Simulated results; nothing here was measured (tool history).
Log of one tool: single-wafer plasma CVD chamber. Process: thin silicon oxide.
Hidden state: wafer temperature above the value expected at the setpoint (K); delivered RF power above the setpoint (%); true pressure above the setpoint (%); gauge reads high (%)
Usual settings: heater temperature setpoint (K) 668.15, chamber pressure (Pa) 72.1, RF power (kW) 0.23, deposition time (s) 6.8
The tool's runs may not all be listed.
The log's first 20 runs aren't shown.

run	hour	heater temperature setpoint (K)	chamber pressure (Pa)	RF power (kW)	deposition time (s)	wafers since the last listed run	hours since the last thermocouple change	hours since the last RF generator calibration	hours since the last manometer calibration	hours since the showerhead was replaced	hours since the gauge calibration	read-back reference wafer on the same gauge, thickness_nm	mean film thickness on the monitor wafer (Å)
21	1020.1	668.15	72.1	0.27	6.8	823	244.3	1111.9	512.1	409.3	438.4	6.776	79.56
# hour 1084: RF generator calibrated
22	1090	663.15	72.1	0.23	6.8	1068	314.2	6	582	479.2	508.3	6.769	74.34
23	1119.4	668.15	72.1	0.23	6.8	507	343.6	35.4	611.4	508.6	537.7	6.763	74.87
24	1147.7	680.15	54.1	0.2	6.8	488	371.9	63.7	639.7	536.9	566	6.78	50.82
25	1187.4	668.15	72.1	0.23	6.8	685	411.6	103.4	679.4	576.6	605.7	6.753	75.48
26	1294.3	668.15	72.1	0.23	6.8	1845	518.5	210.3	786.3	683.5	712.6	6.778	74.58
27	1323.8	661.15	72.1	0.26	6.8	509	548	239.8	815.8	713	742.1	6.765	81.4
28	1391.2	677.15	72.1	0.23	6.8	1163	615.4	307.2	883.2	780.4	809.5	6.778	74.97
29	1477.4	677.15	72.1	0.245	6.8	1488	701.6	393.4	969.4	866.6	895.7	6.776	76.67
30	1543.3	668.15	72.1	0.23	6.8	1137	767.5	459.3	1035.3	932.5	961.6	6.785	75.27

3 ways to go on from here, each from the tool as it stands after run 30. What would each give?
A	1543.7	668.15	72.1	0.23	6.8	6	767.9	459.7	1035.7	932.9	962	?	?
B	1543.7	668.15	72.1	0.26	6.8	6	767.9	459.7	1035.7	932.9	962	?	?
C	1543.7	668.15	72.1	0.23	5.52	6	767.9	459.7	1035.7	932.9	962	?	?

run	read-back reference wafer on the same gauge, thickness_nm	mean film thickness on the monitor wafer (Å)
A	6.774	75.17
B	6.774	80.66
C	6.774	61.05
Without the tool's hidden state the same runs would have given:
run	mean film thickness on the monitor wafer (Å)
A	72.25
B	77.47
C	58.68
